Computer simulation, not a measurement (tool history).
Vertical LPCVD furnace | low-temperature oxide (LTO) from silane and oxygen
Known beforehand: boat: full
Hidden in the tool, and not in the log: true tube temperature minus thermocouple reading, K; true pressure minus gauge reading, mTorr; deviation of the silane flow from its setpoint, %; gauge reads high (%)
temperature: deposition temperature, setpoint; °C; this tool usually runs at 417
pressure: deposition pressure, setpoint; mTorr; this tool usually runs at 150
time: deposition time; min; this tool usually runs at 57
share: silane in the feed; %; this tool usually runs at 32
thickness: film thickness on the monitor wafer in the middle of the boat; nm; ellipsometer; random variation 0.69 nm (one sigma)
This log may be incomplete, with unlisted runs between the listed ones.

| run | hour | temperature | pressure | time | share | wafers since the last listed run | hours since the last temperature calibration | hours since the pressure gauge was zeroed | hours since the silane flow controller was replaced | hours since the gauge calibration | read-back reference wafer on the same gauge, thickness | thickness |
|---|---|---|---|---|---|---|---|---|---|---|---|---|
| 1 | 0 | 417 | 150 | 57 | 32 | 0 | 2457.2 | 80 | 4579.2 | 777 | 373.45 | 334.72 |
| 2 | 30.7 | 417 | 150 | 57 | 32 | 242 | 2487.9 | 110.7 | 4609.9 | 807.7 | 373.19 | 333.57 |
|  | 58.4 | thermocouples replaced and temperature profile calibrated |
|  | 76.1 | silane flow controller replaced |
| 3 | 76.6 | 417 | 150 | 57 | 32 | 33 | 18.2 | 156.6 | 0.5 | 853.6 | 373.24 | 333.13 |
| 4 | 82 | 417 | 150 | 57 | 27 | 42 | 23.6 | 162 | 5.9 | 859 | 373.04 | 261.64 |
| 5 | 87.4 | 417 | 150 | 57 | 27 | 42 | 29 | 167.4 | 11.3 | 864.4 | 373.36 | 262.52 |
| 6 | 92.8 | 417 | 150 | 57 | 27 | 42 | 34.4 | 172.8 | 16.7 | 869.8 | 372.95 | 262.12 |
| 7 | 115 | 426 | 125 | 57 | 36 | 175 | 56.6 | 195 | 38.9 | 892 | 372.82 | 358.06 |
| 8 | 136.5 | 417 | 185 | 79 | 27 | 169 | 78.1 | 216.5 | 60.4 | 913.5 | 372.84 | 448.03 |
| 9 | 164.1 | 417 | 115 | 69 | 32 | 217 | 105.7 | 244.1 | 88 | 941.1 | 372.89 | 310.59 |
| 10 | 187.3 | 417 | 135 | 76.5 | 32 | 182 | 128.9 | 267.3 | 111.2 | 964.3 | 372.55 | 403.22 |
| 11 | 204.5 | 417 | 115 | 57 | 32 | 135 | 146.1 | 284.5 | 128.4 | 981.5 | 372.55 | 255.36 |
| 12 | 217 | 411 | 150 | 64 | 35 | 98 | 158.6 | 297 | 140.9 | 994 | 372.47 | 395.06 |
| 13 | 275.3 | 417 | 150 | 72.5 | 34 | 459 | 216.9 | 355.3 | 199.2 | 1052.3 | 372.04 | 460.08 |
| 14 | 294.9 | 425 | 150 | 57 | 38 | 154 | 236.5 | 374.9 | 218.8 | 1071.9 | 372 | 451.27 |
| 15 | 326.5 | 409 | 165 | 78.5 | 28 | 249 | 268.1 | 406.5 | 250.4 | 1103.5 | 371.77 | 381.13 |
| 16 | 345.1 | 410 | 150 | 43 | 32 | 146 | 286.7 | 425.1 | 269 | 1122.1 | 371.78 | 231.72 |
| 17 | 360.2 | 417 | 150 | 57 | 36 | 119 | 301.8 | 440.2 | 284.1 | 1137.2 | 371.68 | 389.08 |
| 18 | 392.9 | 417 | 150 | 47.5 | 30 | 257 | 334.5 | 472.9 | 316.8 | 1169.9 | 371.4 | 253.7 |
| 19 | 410.9 | 417 | 150 | 43 | 32 | 141 | 352.5 | 490.9 | 334.8 | 1187.9 | 371.61 | 250.87 |
| 20 | 445.3 | 417 | 150 | 57 | 32 | 271 | 386.9 | 525.3 | 369.2 | 1222.3 | 371.24 | 333.14 |
|  | 449.2 | gauge calibrated |
| 21 | 480 | 406 | 115 | 57 | 32 | 273 | 421.6 | 560 | 403.9 | 30.8 | 374.96 | 227.69 |
| 22 | 497.2 | 424 | 125 | 73.5 | 38 | 135 | 438.8 | 577.2 | 421.1 | 48 | 375.41 | 485.99 |
| 23 | 602.4 | 417 | 150 | 37.5 | 32 | 829 | 544 | 682.4 | 526.3 | 153.2 | 375.32 | 221.59 |
| 24 | 618.7 | 417 | 150 | 43 | 32 | 128 | 560.3 | 698.7 | 542.6 | 169.5 | 375.07 | 254.22 |
| 25 | 639.9 | 421 | 150 | 50 | 36 | 167 | 581.5 | 719.9 | 563.8 | 190.7 | 374.92 | 359.09 |
| 26 | 652.8 | 417 | 150 | 57 | 32 | 101 | 594.4 | 732.8 | 576.7 | 203.6 | 374.99 | 337.43 |
| 27 | 681.7 | 417 | 150 | 57 | 32 | 227 | 623.3 | 761.7 | 605.6 | 232.5 | 375.09 | 336.16 |
| 28 | 705.6 | 417 | 150 | 57 | 32 | 188 | 647.2 | 785.6 | 629.5 | 256.4 | 374.91 | 337.21 |
| 29 | 727.2 | 417 | 150 | 77.5 | 32 | 170 | 668.8 | 807.2 | 651.1 | 278 | 375.07 | 456.41 |
| 30 | 750.1 | 417 | 150 | 57 | 32 | 180 | 691.7 | 830.1 | 674 | 300.9 | 374.85 | 336.64 |
| 31 | 774.6 | 426 | 150 | 66 | 36 | 193 | 716.2 | 854.6 | 698.5 | 325.4 | 374.95 | 499.25 |

Below are 4 alternative next runs, each starting from the tool's condition after run 31. Predict each:
| A | 780.1 | 421 | 150 | 57 | 32 | 43 | 721.7 | 860.1 | 704 | 330.9 | ? | ? |
| B | 780.1 | 411 | 180 | 41 | 35 | 43 | 721.7 | 860.1 | 704 | 330.9 | ? | ? |
| C | 780.1 | 417 | 150 | 46 | 32 | 43 | 721.7 | 860.1 | 704 | 330.9 | ? | ? |
| D | 780.1 | 412 | 135 | 57 | 32 | 43 | 721.7 | 860.1 | 704 | 330.9 | ? | ? |

| run | read-back reference wafer on the same gauge, thickness | thickness |
|---|---|---|
| A | 374.97 | 351.05 |
| B | 374.97 | 306.08 |
| C | 374.97 | 271.21 |
| D | 374.97 | 286.13 |
With no hidden state in the tool, these same runs would have given:
| run | thickness |
|---|---|
| A | 351.17 |
| B | 306.18 |
| C | 271.3 |
| D | 286.23 |
